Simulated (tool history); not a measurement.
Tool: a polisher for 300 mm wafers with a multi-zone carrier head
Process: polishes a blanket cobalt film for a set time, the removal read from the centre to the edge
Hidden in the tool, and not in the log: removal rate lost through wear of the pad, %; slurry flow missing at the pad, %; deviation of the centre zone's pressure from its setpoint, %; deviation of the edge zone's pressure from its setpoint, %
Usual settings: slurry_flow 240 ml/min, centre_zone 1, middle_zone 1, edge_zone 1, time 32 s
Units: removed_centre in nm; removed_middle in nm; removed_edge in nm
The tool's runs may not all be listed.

run	hour	slurry_flow	centre_zone	middle_zone	edge_zone	time	wafers since the last listed run	wafers polished on this pad	hours since the slurry nozzle was cleaned	hours since the centre zone pressure was calibrated	hours since the edge zone pressure was calibrated	hours since the carrier head's membrane was replaced	incoming thickness of the incoming film, nm	removed_centre	removed_middle	removed_edge
1	0	240	1	1	0.97	32	0	345	368	300	194.4	58	683.2	270	268.5	259.8
2	42.4	240	1	1	0.97	32	321	667	410.4	342.4	236.8	100.4	679.4	265	268.1	255.7
3	137.3	300	1	1	1	32	719	1387	505.3	437.3	331.7	195.3	691.5	270.8	259.3	264.9
# hour 142.5: centre zone pressure recalibrated
4	219.9	300	1	1	1	32	611	1998	587.9	77.4	414.3	277.9	683	269.2	265.2	261.4
5	256.6	300	1	1	1	32	278	2277	624.6	114.1	451	314.6	700.2	272.2	265	262.9
6	343.2	240	1	1	1	32	656	2933	711.2	200.7	537.6	401.2	698.2	263.1	259	257
# hour 396.8: worn pad replaced by a new one
7	397.3	240	1	1	1	32	380	3	765.3	254.8	591.7	455.3	689.5	250.1	254.4	245.5
# hour 412.5: slurry nozzle cleaned
8	472	240	1	1	1	32	559	562	59.5	329.5	666.4	530	690.1	244.6	246	240.5
9	524.2	240	1	1	1	26	395	958	111.7	381.7	718.6	582.2	700.7	196.5	195.4	191.2
# hour 576.4: carrier head's membrane replaced by a new one
10	577.7	240	1	1	1	26	367	1326	165.2	435.2	772.1	1.3	679	196.1	189.2	191.7
# hour 658.2: centre zone pressure recalibrated
# hour 659.6: worn pad replaced by a new one, repeated, since the last time left the tool worse
11	669.9	240	1	1	1	26	673	78	257.4	11.7	864.3	93.5	687.4	222.1	218.7	216
12	719.7	240	0.89	1.09	1	41	377	456	307.2	61.5	914.1	143.3	687.4	306.5	365.1	333.9
13	774.4	240	1	1	1	26	414	871	361.9	116.2	968.8	198	701.3	219.2	211.9	212.7
14	878.1	240	1	1	1	32	786	1657	465.6	219.9	1072.5	301.7	690.9	261.7	262.8	258.3
15	952.3	240	1	1.03	1.07	32	562	2220	539.8	294.1	1146.7	375.9	696.9	263.9	266.4	265.1
# hour 992: edge zone pressure recalibrated
16	1049.2	160	1	0.9	1	32	719	2940	636.7	391	57.2	472.8	696	243.3	217.1	245
# hour 1055.3: worn pad replaced by a new one
# hour 1061.2: slurry nozzle cleaned
17	1110.8	260	1	1.05	1.06	32	429	413	49.6	452.6	118.8	534.4	686.8	274.7	275	273.3
# hour 1126.8: centre zone pressure recalibrated
18	1149.5	240	1	1	1	36	278	692	88.3	22.7	157.5	573.1	692.1	301	297.2	294.3
# hour 1230.4: carrier head's membrane replaced by a new one
19	1256.4	240	1	1	1	32	772	1465	195.2	129.6	264.4	26	690.8	266	260.4	260.3
20	1296.2	240	1	1	1	27	301	1766	235	169.4	304.2	65.8	684.2	221.5	215.1	217.3
# hour 1502.3: worn pad replaced by a new one
21	1551.5	240	0.92	1.1	1	32	1906	373	490.3	424.7	559.5	321.1	697.8	246.2	292.6	263.5
22	1590.7	185	1	1	1.06	32	297	670	529.5	463.9	598.7	360.3	688.2	254.1	259	259.9
# hour 1613: centre zone pressure recalibrated
23	1683.8	240	1	1	1.07	32	691	1361	622.6	70.8	691.8	453.4	680.8	262.2	260.2	270.1

Hidden state or all else? Some run-to-run changes of removed_centre, split into what the settings, what came in and random variation would give without the hidden state, and what is left for the hidden state (with any gauge scatter that isn't in both results):
Run 6 -> 7: worn pad replaced by a new one. removed_centre -13 nm: hidden state -11, all else -2.
Run 10 -> 11: centre zone pressure recalibrated, worn pad replaced by a new one, repeated, since the last time left the tool worse. removed_centre +26 nm: hidden state +25.6, all else +0.4.
Run 11 -> 12: centre_zone 1 -> 0.89, middle_zone 1 -> 1.09, time 26 -> 41. removed_centre +84.4 nm: hidden state -5.4, all else +89.8.
Run 12 -> 13: centre_zone 0.89 -> 1, middle_zone 1.09 -> 1, time 41 -> 26. removed_centre -87.3 nm: hidden state -0.1, all else -87.2.
